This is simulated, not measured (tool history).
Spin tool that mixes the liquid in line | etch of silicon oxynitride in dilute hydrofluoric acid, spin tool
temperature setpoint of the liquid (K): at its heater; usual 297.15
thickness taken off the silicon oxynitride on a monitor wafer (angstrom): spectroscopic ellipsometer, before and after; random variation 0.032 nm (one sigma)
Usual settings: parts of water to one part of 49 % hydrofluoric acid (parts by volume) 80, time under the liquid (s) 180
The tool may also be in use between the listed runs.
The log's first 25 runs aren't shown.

run    hour  temperature setpoint of the liquid (K)  parts of water to one part of 49 % hydrofluoric acid (parts by volume)  time under the liquid (s)  read-back film thickness of the silicon oxynitride reference wafer, read on the same gauge (nm)  thickness taken off the silicon oxynitride on a monitor wafer (angstrom)
 26  2005.3                                  297.15                                                                     100                        250                                                                                          149.995                                                                     35.40
 27  2108.0                                  295.15                                                                      80                        220                                                                                          149.982                                                                     35.26
 28  2198.6                                  299.15                                                                     105                        100                                                                                          149.992                                                                     14.87
 29  2250.8                                  292.15                                                                      70                         90                                                                                          149.978                                                                     14.83
 30  2310.7                                  295.15                                                                      55                        290                                                                                          150.008                                                                     69.54
 31  2410.9                                  297.15                                                                      80                        180                                                                                          149.981                                                                     32.59
 32  2451.1                                  301.65                                                                      90                        180                                                                                          149.992                                                                     35.28
 33  2509.4                                  298.65                                                                     115                        280                                                                                          149.986                                                                     36.42
 34  2575.4                                  297.15                                                                      80                        180                                                                                          150.008                                                                     32.43

3 ways to go on from here, each from the tool as it stands after run 34. What would each give?
  A  2575.9                                  297.15                                                                      80                        255                                                                                                ?                                                                         ?
  B  2575.9                                  297.15                                                                      45                        180                                                                                                ?                                                                         ?
  C  2575.9                                  295.65                                                                     100                        180                                                                                                ?                                                                         ?

run  read-back film thickness of the silicon oxynitride reference wafer, read on the same gauge (nm)  thickness taken off the silicon oxynitride on a monitor wafer (angstrom)
  A                                                                                          149.994                                                                     45.84
  B                                                                                          149.994                                                                     59.24
  C                                                                                          149.994                                                                     23.70
Without the tool's hidden state the same runs would have given:
run  thickness taken off the silicon oxynitride on a monitor wafer (angstrom)
  A                                                                     45.84
  B                                                                     59.24
  C                                                                     23.70

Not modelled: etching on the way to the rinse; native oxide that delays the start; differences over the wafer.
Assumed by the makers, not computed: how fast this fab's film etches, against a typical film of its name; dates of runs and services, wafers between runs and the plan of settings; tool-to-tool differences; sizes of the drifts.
